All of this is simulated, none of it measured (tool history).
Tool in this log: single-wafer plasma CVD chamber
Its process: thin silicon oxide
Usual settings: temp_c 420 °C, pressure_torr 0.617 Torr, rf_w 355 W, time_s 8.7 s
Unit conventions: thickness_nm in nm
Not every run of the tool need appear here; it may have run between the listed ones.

run	hour	temp_c	pressure_torr	rf_w	time_s	wafers since the last listed run	hours since the last thermocouple change	hours since the last RF generator calibration	hours since the last manometer calibration	hours since the showerhead was replaced	hours since the gauge calibration	read-back reference wafer on the same gauge, thickness_nm	thickness_nm
1	0	420	0.617	355	8.7	0	890.4	515.9	629.1	6010	960.4	11.888	13.123
2	78.5	420	0.617	355	8.7	2470	968.9	594.4	707.6	6088.5	1038.9	11.902	13.164
3	164.9	420	0.617	355	8.7	2719	1055.3	680.8	794	6174.9	1125.3	11.899	13.069
4	227.1	420	0.617	355	8.7	1957	1117.5	743	856.2	6237.1	1187.5	11.898	13.144
5	290.9	423	0.617	355	8.7	2008	1181.3	806.8	920	6300.9	1251.3	11.909	13.129
6	372.1	423	0.617	355	8.7	2555	1262.5	888	1001.2	6382.1	1332.5	11.899	13.067
7	426.6	423	0.617	355	8.7	1715	1317	942.5	1055.7	6436.6	1387	11.906	13.137
8	517.8	420	0.617	355	8.7	2870	1408.2	1033.7	1146.9	6527.8	1478.2	11.895	13.18
9	581.6	420	0.617	355	8.7	2008	1472	1097.5	1210.7	6591.6	1542	11.899	13.093
10	665.4	420	0.617	355	8.7	2637	1555.8	1181.3	1294.5	6675.4	1625.8	11.909	13.189
# hour 767.3: capacitance manometer re-zeroed and calibrated
11	822.7	431	0.683	315	8.21	4699	1713.1	1338.6	55.4	6832.7	1783.1	11.907	12.69
# hour 844.5: gauge calibrated
12	870.5	420	0.617	355	8.7	1504	1760.9	1386.4	103.2	6880.5	26	11.906	12.864
13	944.8	420	0.519	355	7.7	2338	1835.2	1460.7	177.5	6954.8	100.3	11.916	9.623
# hour 1010.1: thermocouple changed; heater temperature recalibrated
# hour 1043.7: showerhead replaced
14	1181.6	426	0.473	300	10.36	6950	171.5	1697.5	414.3	137.9	337.1	11.905	10.832
15	1254.9	420	0.617	410	9.9	2307	244.8	1770.8	487.6	211.2	410.4	11.898	15.622
16	1303.9	420	0.489	355	8.7	1542	293.8	1819.8	536.6	260.2	459.4	11.9	10.201
# hour 1385.2: RF generator calibrated
17	1385.7	420	0.617	355	8.7	2322	375.6	0.5	618.4	342	541.2	11.906	13.263
18	1655.7	420	0.552	285	8.7	8498	645.6	270.5	888.4	612	811.2	11.899	10.783
19	1754.7	435	0.617	305	10.43	3116	744.6	369.5	987.4	711	910.2	11.916	14.805
20	1811.3	426	0.617	385	9.95	1781	801.2	426.1	1044	767.6	966.8	11.898	15.694

Some steps in thickness_nm between neighbouring runs. How much of each would the tool show without its hidden state too (settings, what came in, random variation), and how much is left for the hidden state, with any gauge scatter that isn't in both results?
The hidden state here: wafer temperature above the value expected at the setpoint (K); delivered RF power above the setpoint (%); true pressure above the setpoint (%); gauge reads high (%).
Run 10 -> 11: temp_c 420 -> 431, pressure_torr 0.617 -> 0.683, rf_w 355 -> 315, time_s 8.7 -> 8.21, capacitance manometer re-zeroed and calibrated. thickness_nm -0.499 nm: hidden state -0.314, all else -0.185.
Run 14 -> 15: temp_c 426 -> 420, pressure_torr 0.473 -> 0.617, rf_w 300 -> 410, time_s 10.36 -> 9.9. thickness_nm +4.79 nm: hidden state -0.03, all else +4.82.
Run 15 -> 16: pressure_torr 0.617 -> 0.489, rf_w 410 -> 355, time_s 9.9 -> 8.7. thickness_nm -5.421 nm: hidden state +0.089, all else -5.51.
Run 16 -> 17: pressure_torr 0.489 -> 0.617, RF generator calibrated. thickness_nm +3.062 nm: hidden state +0.328, all else +2.734.
